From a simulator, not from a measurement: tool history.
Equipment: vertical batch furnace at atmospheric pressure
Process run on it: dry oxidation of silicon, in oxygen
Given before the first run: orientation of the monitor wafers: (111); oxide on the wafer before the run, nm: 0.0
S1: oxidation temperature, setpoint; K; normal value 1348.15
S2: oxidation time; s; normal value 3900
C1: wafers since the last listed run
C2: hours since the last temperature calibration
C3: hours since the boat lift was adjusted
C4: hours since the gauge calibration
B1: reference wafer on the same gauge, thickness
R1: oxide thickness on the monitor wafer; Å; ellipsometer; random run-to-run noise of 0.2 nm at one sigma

{"run": 1, "day": 0.0, "S1": 1348.15, "S2": 3900, "C1": 0, "C2": 3320.0, "C3": 3197.3, "C4": 419.7, "B1": 126.99, "R1": 1186.7}
{"run": 2, "day": 1.458, "S1": 1348.15, "S2": 3900, "C1": 641, "C2": 3355.0, "C3": 3232.3, "C4": 454.7, "B1": 127.0, "R1": 1192.9}
{"run": 3, "day": 2.121, "S1": 1348.15, "S2": 3900, "C1": 291, "C2": 3370.9, "C3": 3248.2, "C4": 470.6, "B1": 127.0, "R1": 1188.0}
{"run": 4, "day": 3.138, "S1": 1348.15, "S2": 2490, "C1": 447, "C2": 3395.3, "C3": 3272.6, "C4": 495.0, "B1": 127.0, "R1": 897.3}
{"run": 5, "day": 3.804, "S1": 1348.15, "S2": 2490, "C1": 293, "C2": 3411.3, "C3": 3288.6, "C4": 511.0, "B1": 126.98, "R1": 897.0}
{"run": 6, "day": 4.358, "S1": 1348.15, "S2": 2490, "C1": 243, "C2": 3424.6, "C3": 3301.9, "C4": 524.3, "B1": 126.95, "R1": 898.7}
{"run": 7, "day": 4.9, "S1": 1348.15, "S2": 3900, "C1": 238, "C2": 3437.6, "C3": 3314.9, "C4": 537.3, "B1": 126.99, "R1": 1189.5}
{"run": 8, "day": 6.358, "S1": 1348.15, "S2": 3900, "C1": 641, "C2": 3472.6, "C3": 3349.9, "C4": 572.3, "B1": 126.97, "R1": 1187.9}
{"run": 9, "day": 7.412, "S1": 1348.15, "S2": 3900, "C1": 463, "C2": 3497.9, "C3": 3375.2, "C4": 597.6, "B1": 127.01, "R1": 1189.8}
{"run": 10, "day": 9.767, "S1": 1348.15, "S2": 3900, "C1": 1035, "C2": 3554.4, "C3": 3431.7, "C4": 654.1, "B1": 127.02, "R1": 1188.2}
{"day": 10.917, "done": "thermocouples replaced and temperature profile calibrated"}
{"run": 11, "day": 10.938, "S1": 1348.15, "S2": 3900, "C1": 75, "C2": 0.5, "C3": 3459.8, "C4": 682.2, "B1": 127.01, "R1": 1187.4}
{"run": 12, "day": 11.212, "S1": 1348.15, "S2": 3900, "C1": 121, "C2": 7.1, "C3": 3466.4, "C4": 688.8, "B1": 126.98, "R1": 1190.7}
{"day": 12.979, "done": "boat lift adjusted"}
{"run": 13, "day": 13.0, "S1": 1348.15, "S2": 3900, "C1": 346, "C2": 50.0, "C3": 0.5, "C4": 731.7, "B1": 127.06, "R1": 1227.8}
{"run": 14, "day": 13.246, "S1": 1348.15, "S2": 3900, "C1": 108, "C2": 55.9, "C3": 6.4, "C4": 737.6, "B1": 127.01, "R1": 1222.9}
{"run": 15, "day": 14.35, "S1": 1348.15, "S2": 3900, "C1": 485, "C2": 82.4, "C3": 32.9, "C4": 764.1, "B1": 126.99, "R1": 1225.2}
{"run": 16, "day": 15.829, "S1": 1348.15, "S2": 3900, "C1": 650, "C2": 117.9, "C3": 68.4, "C4": 799.6, "B1": 127.01, "R1": 1222.9}
{"day": 16.05, "done": "gauge calibrated"}
{"run": 17, "day": 17.983, "S1": 1348.15, "S2": 3900, "C1": 947, "C2": 169.6, "C3": 120.1, "C4": 46.4, "B1": 126.97, "R1": 1223.6}
{"run": 18, "day": 19.112, "S1": 1361.15, "S2": 5820, "C1": 496, "C2": 196.7, "C3": 147.2, "C4": 73.5, "B1": 127.01, "R1": 1695.0}
{"run": 19, "day": 20.296, "S1": 1369.15, "S2": 5610, "C1": 520, "C2": 225.1, "C3": 175.6, "C4": 101.9, "B1": 126.98, "R1": 1743.8}
{"run": 20, "day": 20.854, "S1": 1372.15, "S2": 4590, "C1": 245, "C2": 238.5, "C3": 189.0, "C4": 115.3, "B1": 127.03, "R1": 1572.1}
{"run": 21, "day": 22.271, "S1": 1336.15, "S2": 3900, "C1": 623, "C2": 272.5, "C3": 223.0, "C4": 149.3, "B1": 127.0, "R1": 1134.2}
{"run": 22, "day": 23.621, "S1": 1348.15, "S2": 3900, "C1": 594, "C2": 304.9, "C3": 255.4, "C4": 181.7, "B1": 127.02, "R1": 1218.9}
{"run": 23, "day": 24.646, "S1": 1348.15, "S2": 3900, "C1": 451, "C2": 329.5, "C3": 280.0, "C4": 206.3, "B1": 127.02, "R1": 1222.1}
{"run": 24, "day": 26.025, "S1": 1334.15, "S2": 5850, "C1": 606, "C2": 362.6, "C3": 313.1, "C4": 239.4, "B1": 126.98, "R1": 1441.0}
{"run": 25, "day": 26.742, "S1": 1356.15, "S2": 2010, "C1": 315, "C2": 379.8, "C3": 330.3, "C4": 256.6, "B1": 126.98, "R1": 852.0}
{"run": 26, "day": 27.421, "S1": 1348.15, "S2": 3900, "C1": 298, "C2": 396.1, "C3": 346.6, "C4": 272.9, "B1": 127.03, "R1": 1219.4}
{"run": 27, "day": 28.85, "S1": 1337.15, "S2": 2820, "C1": 628, "C2": 430.4, "C3": 380.9, "C4": 307.2, "B1": 127.01, "R1": 925.1}
{"run": 28, "day": 29.575, "S1": 1360.15, "S2": 5250, "C1": 319, "C2": 447.8, "C3": 398.3, "C4": 324.6, "B1": 126.99, "R1": 1576.9}
{"run": 29, "day": 30.7, "S1": 1365.15, "S2": 2940, "C1": 495, "C2": 474.8, "C3": 425.3, "C4": 351.6, "B1": 127.03, "R1": 1143.6}
{"run": 30, "day": 31.746, "S1": 1348.15, "S2": 3900, "C1": 460, "C2": 499.9, "C3": 450.4, "C4": 376.7, "B1": 127.0, "R1": 1213.8}
{"run": 31, "day": 32.812, "S1": 1348.15, "S2": 3900, "C1": 469, "C2": 525.5, "C3": 476.0, "C4": 402.3, "B1": 126.97, "R1": 1216.3}
{"run": 32, "day": 33.629, "S1": 1348.15, "S2": 3900, "C1": 359, "C2": 545.1, "C3": 495.6, "C4": 421.9, "B1": 127.0, "R1": 1216.2}
{"run": 33, "day": 34.829, "S1": 1324.15, "S2": 2010, "C1": 528, "C2": 573.9, "C3": 524.4, "C4": 450.7, "B1": 127.02, "R1": 688.5}

What the log doesn't show, run by run:
true tube temperature minus thermocouple reading, K: 0 at every run
gauge reads high (%): 0 at every run
H1: monitor wafer colder than the profiled boat position, K
run=1 H1=4.83
run=2 H1=4.84
run=3 H1=4.84
run=4 H1=4.85
run=5 H1=4.85
run=6 H1=4.86
run=7 H1=4.86
run=8 H1=4.87
run=9 H1=4.88
run=10 H1=4.89
run=11 H1=4.9
run=12 H1=4.9
run=13 H1=0.113
run=14 H1=0.132
run=15 H1=0.215
run=16 H1=0.323
run=17 H1=0.475
run=18 H1=0.553
run=19 H1=0.632
run=20 H1=0.669
run=21 H1=0.761
run=22 H1=0.847
run=23 H1=0.911
run=24 H1=0.995
run=25 H1=1.04
run=26 H1=1.08
run=27 H1=1.16
run=28 H1=1.2
run=29 H1=1.26
run=30 H1=1.32
run=31 H1=1.38
run=32 H1=1.42
run=33 H1=1.48
